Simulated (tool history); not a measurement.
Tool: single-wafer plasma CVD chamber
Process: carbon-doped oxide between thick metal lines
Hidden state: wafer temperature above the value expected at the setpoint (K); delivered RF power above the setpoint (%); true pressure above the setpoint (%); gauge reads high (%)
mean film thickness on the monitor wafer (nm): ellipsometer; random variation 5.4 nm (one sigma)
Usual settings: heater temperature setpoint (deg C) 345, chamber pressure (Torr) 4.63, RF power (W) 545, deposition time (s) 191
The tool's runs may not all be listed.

run    hour  heater temperature setpoint (deg C)  chamber pressure (Torr)  RF power (W)  deposition time (s)  wafers since the last listed run  hours since the last thermocouple change  hours since the last RF generator calibration  hours since the last manometer calibration  hours since the showerhead was replaced  hours since the gauge calibration  read-back reference wafer on the same gauge, thickness_nm  mean film thickness on the monitor wafer (nm)
  1     0.0                                  338                     4.63           545                  206                                 0                                     899.7                                          521.4                                      2126.3                                   3642.3                              994.5                                                    991.446                                       1233.210
  2    58.2                                  338                     4.63           545                  206                               544                                     957.9                                          579.6                                      2184.5                                   3700.5                             1052.7                                                    991.102                                       1236.127
       89.3  -- capacitance manometer re-zeroed and calibrated
  3   125.3                                  345                     4.63           545                  191                               553                                    1025.0                                          646.7                                        36.0                                   3767.6                             1119.8                                                    989.565                                       1106.470
  4   194.6                                  345                     4.63           545                  191                               648                                    1094.3                                          716.0                                       105.3                                   3836.9                             1189.1                                                    987.437                                       1102.063
  5   228.3                                  345                     4.63           545                  191                               315                                    1128.0                                          749.7                                       139.0                                   3870.6                             1222.8                                                    990.388                                       1106.010
  6   267.2                                  349                     4.06           545                  191                               364                                    1166.9                                          788.6                                       177.9                                   3909.5                             1261.7                                                    989.692                                       1062.981
  7   305.2                                  349                     4.06           545                  191                               355                                    1204.9                                          826.6                                       215.9                                   3947.5                             1299.7                                                    987.869                                       1062.280
  8   346.1                                  345                     4.63           545                  191                               382                                    1245.8                                          867.5                                       256.8                                   3988.4                             1340.6                                                    989.230                                       1105.709
  9   409.5                                  345                     4.63           545                  191                               593                                    1309.2                                          930.9                                       320.2                                   4051.8                             1404.0                                                    988.949                                       1110.861
 10   449.5                                  360                     4.93           500                  156                               374                                    1349.2                                          970.9                                       360.2                                   4091.8                             1444.0                                                    988.428                                        832.516
      467.5  -- showerhead replaced
 11   505.6                                  349                     4.06           545                  191                               450                                    1405.3                                         1027.0                                       416.3                                     38.1                             1500.1                                                    988.715                                       1049.126
 12   567.9                                  345                     4.63           545                  191                               583                                    1467.6                                         1089.3                                       478.6                                    100.4                             1562.4                                                    991.042                                       1103.282
 13   633.8                                  345                     4.12           630                  174                               617                                    1533.5                                         1155.2                                       544.5                                    166.3                             1628.3                                                    987.437                                       1083.986
 14   657.9                                  345                     4.63           545                  191                               225                                    1557.6                                         1179.3                                       568.6                                    190.4                             1652.4                                                    989.628                                       1111.820
 15   713.5                                  339                     3.47           545                  180                               520                                    1613.2                                         1234.9                                       624.2                                    246.0                             1708.0                                                    989.432                                        990.735
 16   785.0                                  330                     4.63           495                  206                               669                                    1684.7                                         1306.4                                       695.7                                    317.5                             1779.5                                                    990.629                                       1159.530
 17   820.1                                  341                     5.22           435                  222                               328                                    1719.8                                         1341.5                                       730.8                                    352.6                             1814.6                                                    988.970                                       1119.761
 18   864.9                                  345                     4.63           485                  191                               419                                    1764.6                                         1386.3                                       775.6                                    397.4                             1859.4                                                    989.850                                       1021.048
      914.7  -- RF generator calibrated
      934.8  -- thermocouple changed; heater temperature recalibrated
      934.9  -- gauge calibrated
 19   935.3                                  351                     4.63           545                  191                               509                                       0.5                                           20.6                                       846.0                                    467.8                                0.4                                                    989.158                                       1080.583
 20   979.9                                  359                     4.23           620                  191                               417                                      45.1                                           65.2                                       890.6                                    512.4                               45.0                                                    989.637                                       1147.653
 21  1044.8                                  345                     4.63           545                  191                               607                                     110.0                                          130.1                                       955.5                                    577.3                              109.9                                                    988.922                                       1110.328
 22  1102.6                                  345                     5.00           505                  226                               541                                     167.8                                          187.9                                      1013.3                                    635.1                              167.7                                                    990.002                                       1266.346
 23  1140.6                                  345                     4.63           545                  214                               355                                     205.8                                          225.9                                      1051.3                                    673.1                              205.7                                                    988.726                                       1240.324
 24  1209.8                                  353                     3.81           455                  209                               647                                     275.0                                          295.1                                      1120.5                                    742.3                              274.9                                                    990.698                                        986.058
 25  1236.1                                  345                     4.63           545                  191                               246                                     301.3                                          321.4                                      1146.8                                    768.6                              301.2                                                    990.837                                       1120.680
 26  1286.9                                  345                     4.63           545                  191                               475                                     352.1                                          372.2                                      1197.6                                    819.4                              352.0                                                    989.565                                       1114.210
 27  1348.2                                  345                     4.63           545                  168                               573                                     413.4                                          433.5                                      1258.9                                    880.7                              413.3                                                    990.603                                        981.912

Forecast each of these 5 alternatives for the next run:
  A  1348.7                                  345                     4.63           545                  191                                 4                                     413.9                                          434.0                                      1259.4                                    881.2                              413.8                                                          ?                                              ?
  B  1348.7                                  352                     5.08           485                  191                                 4                                     413.9                                          434.0                                      1259.4                                    881.2                              413.8                                                          ?                                              ?
  C  1348.7                                  340                     4.63           545                  191                                 4                                     413.9                                          434.0                                      1259.4                                    881.2                              413.8                                                          ?                                              ?
  D  1348.7                                  345                     5.56           545                  191                                 4                                     413.9                                          434.0                                      1259.4                                    881.2                              413.8                                                          ?                                              ?
  E  1348.7                                  354                     4.63           545                  191                                 4                                     413.9                                          434.0                                      1259.4                                    881.2                              413.8                                                          ?                                              ?

run  read-back reference wafer on the same gauge, thickness_nm  mean film thickness on the monitor wafer (nm)
  A                                                    991.997                                       1106.852
  B                                                    991.997                                       1021.762
  C                                                    991.997                                       1120.162
  D                                                    991.997                                       1146.343
  E                                                    991.997                                       1084.317
Without the tool's hidden state the same runs would have given:
run  mean film thickness on the monitor wafer (nm)
  A                                       1093.306
  B                                       1011.207
  C                                       1106.453
  D                                       1136.506
  E                                       1071.047

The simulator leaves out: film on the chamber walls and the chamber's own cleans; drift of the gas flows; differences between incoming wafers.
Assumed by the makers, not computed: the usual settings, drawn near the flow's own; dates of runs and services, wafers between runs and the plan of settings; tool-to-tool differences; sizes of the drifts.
